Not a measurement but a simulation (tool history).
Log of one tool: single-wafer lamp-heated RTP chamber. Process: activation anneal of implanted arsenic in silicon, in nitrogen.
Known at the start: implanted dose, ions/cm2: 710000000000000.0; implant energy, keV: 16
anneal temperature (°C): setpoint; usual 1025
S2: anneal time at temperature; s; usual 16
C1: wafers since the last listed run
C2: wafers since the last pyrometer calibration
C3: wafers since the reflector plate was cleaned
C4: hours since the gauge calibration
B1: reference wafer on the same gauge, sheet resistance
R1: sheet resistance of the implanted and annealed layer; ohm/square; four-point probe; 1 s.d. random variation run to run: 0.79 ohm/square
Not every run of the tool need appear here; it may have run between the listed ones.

run 1 hour=0.0 | anneal_temperature_(°C)=1017 S2=16 | C1=0 C2=786 C3=11371 C4=1012.8 | B1=170.09 | R1=177.59
run 2 hour=56.8 | anneal_temperature_(°C)=1017 S2=16 | C1=1355 C2=2142 C3=12726 C4=1069.6 | B1=170.00 | R1=176.43
run 3 hour=83.2 | anneal_temperature_(°C)=1025 S2=10 | C1=629 C2=2772 C3=13356 C4=1096.0 | B1=170.05 | R1=178.41
run 4 hour=151.6 | anneal_temperature_(°C)=1025 S2=10 | C1=1632 C2=4404 C3=14988 C4=1164.4 | B1=169.98 | R1=178.57
-- hour=191.2 gauge calibrated
-- hour=196.6 reflector plate cleaned
run 5 hour=207.3 | anneal_temperature_(°C)=1025 S2=10 | C1=1138 C2=5542 C3=256 C4=16.1 | B1=170.07 | R1=180.30
run 6 hour=275.5 | anneal_temperature_(°C)=1036 S2=16 | C1=1627 C2=7169 C3=1883 C4=84.3 | B1=169.78 | R1=171.86
-- hour=331.6 pyrometer window cleaned and pyrometer calibrated
run 7 hour=456.0 | anneal_temperature_(°C)=1036 S2=16 | C1=4115 C2=2968 C3=5999 C4=264.8 | B1=169.48 | R1=170.00
run 8 hour=498.1 | anneal_temperature_(°C)=1042 S2=16 | C1=1004 C2=3973 C3=7004 C4=306.9 | B1=170.30 | R1=171.01
run 9 hour=537.5 | anneal_temperature_(°C)=1025 S2=16 | C1=940 C2=4913 C3=7944 C4=346.3 | B1=169.95 | R1=175.55
run 10 hour=590.4 | anneal_temperature_(°C)=1025 S2=16 | C1=1262 C2=6175 C3=9206 C4=399.2 | B1=169.84 | R1=174.71
run 11 hour=638.5 | anneal_temperature_(°C)=1025 S2=16 | C1=1147 C2=7323 C3=10354 C4=447.3 | B1=169.68 | R1=173.15
run 12 hour=666.2 | anneal_temperature_(°C)=1025 S2=13 | C1=660 C2=7984 C3=11015 C4=475.0 | B1=169.76 | R1=176.73
run 13 hour=697.7 | anneal_temperature_(°C)=1025 S2=13 | C1=751 C2=8736 C3=11766 C4=506.5 | B1=169.60 | R1=176.48
-- hour=706.9 pyrometer window cleaned and pyrometer calibrated
-- hour=754.0 reflector plate cleaned
run 14 hour=754.8 | anneal_temperature_(°C)=1025 S2=16 | C1=980 C2=951 C3=19 C4=563.6 | B1=170.07 | R1=176.27
run 15 hour=852.2 | anneal_temperature_(°C)=1025 S2=16 | C1=2324 C2=3275 C3=2343 C4=661.0 | B1=170.53 | R1=175.62
run 16 hour=910.5 | anneal_temperature_(°C)=1036 S2=11 | C1=1391 C2=4666 C3=3734 C4=719.3 | B1=169.90 | R1=176.42
run 17 hour=944.3 | anneal_temperature_(°C)=1036 S2=11 | C1=806 C2=5473 C3=4541 C4=753.1 | B1=170.21 | R1=176.53
run 18 hour=1000.4 | anneal_temperature_(°C)=1025 S2=16 | C1=1338 C2=6811 C3=5879 C4=809.2 | B1=169.85 | R1=174.13
-- hour=1038.1 pyrometer window cleaned and pyrometer calibrated
run 19 hour=1043.4 | anneal_temperature_(°C)=1048 S2=7 | C1=835 C2=126 C3=6714 C4=852.2 | B1=169.80 | R1=176.62
run 20 hour=1067.9 | anneal_temperature_(°C)=1025 S2=16 | C1=584 C2=710 C3=7299 C4=876.7 | B1=169.84 | R1=174.23
run 21 hour=1127.4 | anneal_temperature_(°C)=1009 S2=8 | C1=1419 C2=2130 C3=8719 C4=936.2 | B1=170.05 | R1=184.87
run 22 hour=1164.9 | anneal_temperature_(°C)=1025 S2=10 | C1=894 C2=3025 C3=9613 C4=973.7 | B1=170.21 | R1=180.32
run 23 hour=1220.5 | anneal_temperature_(°C)=1025 S2=16 | C1=1326 C2=4351 C3=10940 C4=1029.3 | B1=169.88 | R1=173.23
run 24 hour=1266.9 | anneal_temperature_(°C)=1007 S2=7 | C1=1107 C2=5459 C3=12047 C4=1075.7 | B1=169.86 | R1=187.09
-- hour=1326.4 reflector plate cleaned
run 25 hour=1326.9 | anneal_temperature_(°C)=1025 S2=16 | C1=1240 C2=6699 C3=12 C4=1135.7 | B1=170.05 | R1=173.58
run 26 hour=1363.4 | anneal_temperature_(°C)=1007 S2=16 | C1=870 C2=7570 C3=883 C4=1172.2 | B1=170.20 | R1=178.89
-- hour=1378.4 gauge calibrated
-- hour=1410.9 pyrometer window cleaned and pyrometer calibrated
run 27 hour=1412.4 | anneal_temperature_(°C)=1025 S2=9 | C1=978 C2=35 C3=1861 C4=34.0 | B1=169.87 | R1=181.10
run 28 hour=1448.9 | anneal_temperature_(°C)=1025 S2=16 | C1=870 C2=906 C3=2732 C4=70.5 | B1=169.78 | R1=173.98
run 29 hour=1507.7 | anneal_temperature_(°C)=1045 S2=19 | C1=1403 C2=2309 C3=4135 C4=129.3 | B1=169.90 | R1=166.43
run 30 hour=1559.9 | anneal_temperature_(°C)=1025 S2=16 | C1=1245 C2=3555 C3=5381 C4=181.5 | B1=170.28 | R1=174.56
run 31 hour=1602.4 | anneal_temperature_(°C)=1040 S2=21 | C1=1014 C2=4569 C3=6395 C4=224.0 | B1=170.15 | R1=165.66
run 32 hour=1650.0 | anneal_temperature_(°C)=1003 S2=21 | C1=1135 C2=5705 C3=7531 C4=271.6 | B1=170.11 | R1=179.22
run 33 hour=1704.1 | anneal_temperature_(°C)=1039 S2=16 | C1=1290 C2=6996 C3=8822 C4=325.7 | B1=170.04 | R1=171.41
run 34 hour=1773.0 | anneal_temperature_(°C)=1051 S2=20 | C1=1644 C2=8640 C3=10466 C4=394.6 | B1=170.28 | R1=164.44

Here are 4 independent what-if runs from the current tool condition. What would each one return?
run A hour=1773.4 | anneal_temperature_(°C)=1025 S2=8 | C1=9 C2=8649 C3=10475 C4=395.0 | B1=? | R1=?
run B hour=1773.4 | anneal_temperature_(°C)=1033 S2=21 | C1=9 C2=8649 C3=10475 C4=395.0 | B1=? | R1=?
run C hour=1773.4 | anneal_temperature_(°C)=1042 S2=23 | C1=9 C2=8649 C3=10475 C4=395.0 | B1=? | R1=?
run D hour=1773.4 | anneal_temperature_(°C)=1045 S2=24 | C1=9 C2=8649 C3=10475 C4=395.0 | B1=? | R1=?

run=A B1=169.59 R1=181.15
run=B B1=169.59 R1=168.24
run=C B1=169.59 R1=164.75
run=D B1=169.59 R1=163.46
Take away the tool's hidden state, keep each run's random variation, and the runs would have read:
run=A R1=181.15
run=B R1=168.24
run=C R1=164.75
run=D R1=163.46

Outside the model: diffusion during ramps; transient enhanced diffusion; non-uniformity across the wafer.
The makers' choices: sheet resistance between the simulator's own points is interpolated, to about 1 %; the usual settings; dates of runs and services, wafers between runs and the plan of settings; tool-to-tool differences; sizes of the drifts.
